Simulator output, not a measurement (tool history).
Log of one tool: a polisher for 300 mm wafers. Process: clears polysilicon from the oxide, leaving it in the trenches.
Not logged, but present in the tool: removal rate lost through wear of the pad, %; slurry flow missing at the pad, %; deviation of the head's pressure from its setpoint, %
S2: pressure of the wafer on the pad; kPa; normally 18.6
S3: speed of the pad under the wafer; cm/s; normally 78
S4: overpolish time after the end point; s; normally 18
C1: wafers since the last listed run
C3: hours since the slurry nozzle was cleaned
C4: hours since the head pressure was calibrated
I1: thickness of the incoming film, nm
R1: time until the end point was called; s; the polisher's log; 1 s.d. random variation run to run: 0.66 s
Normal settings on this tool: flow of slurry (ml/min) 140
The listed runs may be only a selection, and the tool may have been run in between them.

run 1 day=0.000 | flow_of_slurry_(ml/min)=140 S2=18.6 S3=78 S4=25 | C1=0 wafers_polished_on_this_pad=400 C3=70.7 C4=839.7 | I1=716.8 | R1=61.8
run 2 day=0.667 | flow_of_slurry_(ml/min)=140 S2=18.6 S3=78 S4=25 | C1=100 wafers_polished_on_this_pad=500 C3=86.7 C4=855.7 | I1=710.3 | R1=61.7
run 3 day=1.350 | flow_of_slurry_(ml/min)=140 S2=18.6 S3=78 S4=25 | C1=102 wafers_polished_on_this_pad=603 C3=103.1 C4=872.1 | I1=711.8 | R1=61.6
run 4 day=1.879 | flow_of_slurry_(ml/min)=170 S2=22.1 S3=78 S4=18 | C1=79 wafers_polished_on_this_pad=683 C3=115.8 C4=884.8 | I1=709.4 | R1=49.8
run 5 day=2.150 | flow_of_slurry_(ml/min)=170 S2=22.1 S3=78 S4=18 | C1=40 wafers_polished_on_this_pad=724 C3=122.3 C4=891.3 | I1=721.6 | R1=50.6
run 6 day=2.421 | flow_of_slurry_(ml/min)=170 S2=22.1 S3=78 S4=18 | C1=40 wafers_polished_on_this_pad=764 C3=128.8 C4=897.8 | I1=721.5 | R1=51.7
run 7 day=2.721 | flow_of_slurry_(ml/min)=140 S2=18.6 S3=78 S4=18 | C1=45 wafers_polished_on_this_pad=810 C3=136.0 C4=905.0 | I1=716.3 | R1=63.8
run 8 day=3.054 | flow_of_slurry_(ml/min)=140 S2=18.6 S3=78 S4=18 | C1=50 wafers_polished_on_this_pad=860 C3=144.0 C4=913.0 | I1=716.3 | R1=64.1
run 9 day=3.600 | flow_of_slurry_(ml/min)=140 S2=18.6 S3=78 S4=18 | C1=82 wafers_polished_on_this_pad=942 C3=157.1 C4=926.1 | I1=726.2 | R1=64.0
run 10 day=4.038 | flow_of_slurry_(ml/min)=140 S2=18.6 S3=78 S4=18 | C1=65 wafers_polished_on_this_pad=1008 C3=167.6 C4=936.6 | I1=727.1 | R1=65.1
run 11 day=4.571 | flow_of_slurry_(ml/min)=140 S2=18.6 S3=78 S4=18 | C1=80 wafers_polished_on_this_pad=1088 C3=180.4 C4=949.4 | I1=728.2 | R1=65.1
run 12 day=5.150 | flow_of_slurry_(ml/min)=140 S2=18.6 S3=78 S4=18 | C1=87 wafers_polished_on_this_pad=1176 C3=194.3 C4=963.3 | I1=732.4 | R1=66.6
run 13 day=5.646 | flow_of_slurry_(ml/min)=155 S2=18.6 S3=78 S4=18 | C1=74 wafers_polished_on_this_pad=1250 C3=206.2 C4=975.2 | I1=717.7 | R1=63.6
run 14 day=6.271 | flow_of_slurry_(ml/min)=140 S2=18.6 S3=78 S4=16 | C1=94 wafers_polished_on_this_pad=1345 C3=221.2 C4=990.2 | I1=720.7 | R1=67.9
-- day=6.675 worn pad replaced by a new one
-- day=6.900 slurry nozzle cleaned
run 15 day=6.921 | flow_of_slurry_(ml/min)=90 S2=15.9 S3=78 S4=18 | C1=66 wafers_polished_on_this_pad=30 C3=0.5 C4=1005.8 | I1=715.7 | R1=78.5
-- day=7.154 head pressure recalibrated
run 16 day=7.479 | flow_of_slurry_(ml/min)=110 S2=15.9 S3=56 S4=12 | C1=71 wafers_polished_on_this_pad=102 C3=13.9 C4=7.8 | I1=709.3 | R1=103.5
run 17 day=8.188 | flow_of_slurry_(ml/min)=140 S2=18.6 S3=78 S4=18 | C1=106 wafers_polished_on_this_pad=208 C3=30.9 C4=24.8 | I1=735.0 | R1=62.3
run 18 day=8.667 | flow_of_slurry_(ml/min)=110 S2=24.1 S3=86 S4=28 | C1=72 wafers_polished_on_this_pad=281 C3=42.4 C4=36.3 | I1=725.6 | R1=44.9
run 19 day=9.221 | flow_of_slurry_(ml/min)=140 S2=18.6 S3=78 S4=18 | C1=83 wafers_polished_on_this_pad=364 C3=55.7 C4=49.6 | I1=717.9 | R1=62.3
run 20 day=9.521 | flow_of_slurry_(ml/min)=160 S2=22.8 S3=102 S4=12 | C1=45 wafers_polished_on_this_pad=409 C3=62.9 C4=56.8 | I1=720.5 | R1=37.2
run 21 day=10.071 | flow_of_slurry_(ml/min)=140 S2=18.6 S3=96 S4=18 | C1=82 wafers_polished_on_this_pad=492 C3=76.1 C4=70.0 | I1=724.2 | R1=50.6
run 22 day=10.588 | flow_of_slurry_(ml/min)=120 S2=16.5 S3=78 S4=18 | C1=77 wafers_polished_on_this_pad=570 C3=88.5 C4=82.4 | I1=724.2 | R1=73.5
run 23 day=10.950 | flow_of_slurry_(ml/min)=140 S2=12.4 S3=78 S4=27 | C1=54 wafers_polished_on_this_pad=625 C3=97.2 C4=91.1 | I1=720.6 | R1=93.0
run 24 day=11.658 | flow_of_slurry_(ml/min)=170 S2=18.6 S3=78 S4=18 | C1=106 wafers_polished_on_this_pad=732 C3=114.2 C4=108.1 | I1=713.1 | R1=61.3
run 25 day=12.100 | flow_of_slurry_(ml/min)=140 S2=18.6 S3=78 S4=18 | C1=66 wafers_polished_on_this_pad=798 C3=124.8 C4=118.7 | I1=726.2 | R1=63.9
run 26 day=12.512 | flow_of_slurry_(ml/min)=140 S2=18.6 S3=100 S4=18 | C1=62 wafers_polished_on_this_pad=860 C3=134.7 C4=128.6 | I1=707.6 | R1=49.2
run 27 day=12.825 | flow_of_slurry_(ml/min)=140 S2=18.6 S3=78 S4=18 | C1=47 wafers_polished_on_this_pad=907 C3=142.2 C4=136.1 | I1=728.2 | R1=64.7
run 28 day=13.217 | flow_of_slurry_(ml/min)=140 S2=12.4 S3=78 S4=26 | C1=59 wafers_polished_on_this_pad=966 C3=151.6 C4=145.5 | I1=730.1 | R1=98.4
run 29 day=13.779 | flow_of_slurry_(ml/min)=105 S2=13.1 S3=90 S4=29 | C1=84 wafers_polished_on_this_pad=1051 C3=165.1 C4=159.0 | I1=717.5 | R1=85.3

What differs in the tool's unlogged condition from the final listed run ahead of each entry between runs to the first listed run following it?
Between runs 14 and 15: worn pad replaced by a new one (day 6.675); slurry nozzle cleaned (day 6.900)
  slurry flow missing at the pad, %: 36.7 -> 4.17
  measured result minus the result with no hidden state, R1: +6.2 -> +0.9 s
Between runs 15 and 16: head pressure recalibrated (day 7.154)
  slurry flow missing at the pad, %: 4.17 -> 6.22
  measured result minus the result with no hidden state, R1: +0.9 -> +1.4 s
